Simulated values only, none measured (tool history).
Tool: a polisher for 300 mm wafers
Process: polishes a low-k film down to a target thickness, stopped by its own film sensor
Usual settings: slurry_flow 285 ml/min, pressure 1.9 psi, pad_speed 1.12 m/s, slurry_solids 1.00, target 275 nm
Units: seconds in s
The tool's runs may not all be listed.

run	hour	slurry_flow	pressure	pad_speed	slurry_solids	target	incoming thickness of the incoming film, nm	seconds
1	0.0	285	1.9	1.12	1.00	285	319.0	85.8
2	7.8	285	1.9	1.12	1.00	275	319.4	114.2
# hour 16.5: worn pad replaced by a new one
3	25.7	355	1.9	1.12	1.00	275	322.0	111.9
4	32.1	355	1.9	1.12	1.00	275	325.3	120.0
5	48.7	285	2.4	1.12	1.00	275	319.8	88.3
6	55.2	285	2.4	1.12	1.00	275	319.7	89.7
7	66.5	285	2.4	1.12	1.00	275	318.8	85.3
8	75.3	285	1.9	1.12	1.00	275	320.4	111.8
# hour 84.3: conditioning disc replaced and pad reconditioned
9	89.6	285	1.9	1.12	1.00	275	322.6	119.4
# hour 100.0: slurry nozzle cleaned
10	102.8	285	1.9	1.12	1.10	275	323.7	119.3
11	111.3	285	1.9	1.02	1.00	278	317.5	107.2
12	124.3	285	1.9	1.12	1.00	275	315.8	102.8
13	134.8	285	2.3	0.74	1.15	275	317.9	122.4
# hour 147.9: worn pad replaced by a new one
14	148.4	285	1.9	1.12	1.00	275	318.8	101.3
# hour 157.2: head pressure recalibrated
15	157.7	285	1.9	0.96	1.10	260	319.8	151.2
16	166.4	285	1.9	1.12	1.00	275	316.4	98.7
# hour 173.2: slurry blender recalibrated
17	179.0	375	1.9	1.12	1.00	275	326.0	121.4
18	196.8	285	1.9	1.12	1.15	275	322.3	107.9
19	207.1	285	2.3	1.12	0.75	275	322.6	115.6
20	220.6	285	1.9	1.12	1.00	275	320.3	112.5
21	229.1	330	1.9	1.12	1.00	260	313.8	133.1
22	236.9	285	2.4	1.12	1.00	286	317.7	65.2
23	252.9	285	1.9	1.12	1.00	275	324.5	127.8

4 ways to go on from here, each from the tool as it stands after run 23. What would each give?
A	253.4	285	1.3	1.12	1.00	275	323.8	?
B	253.4	330	2.3	1.12	1.30	275	323.8	?
C	253.4	285	1.9	0.72	1.00	270	323.8	?
D	253.4	335	2.1	1.12	0.85	260	323.8	?

run	seconds
A	166.5
B	91.5
C	191.8
D	157.1
Without the tool's hidden state the same runs would have given:
run	seconds
A	153.1
B	84.1
C	176.4
D	144.5
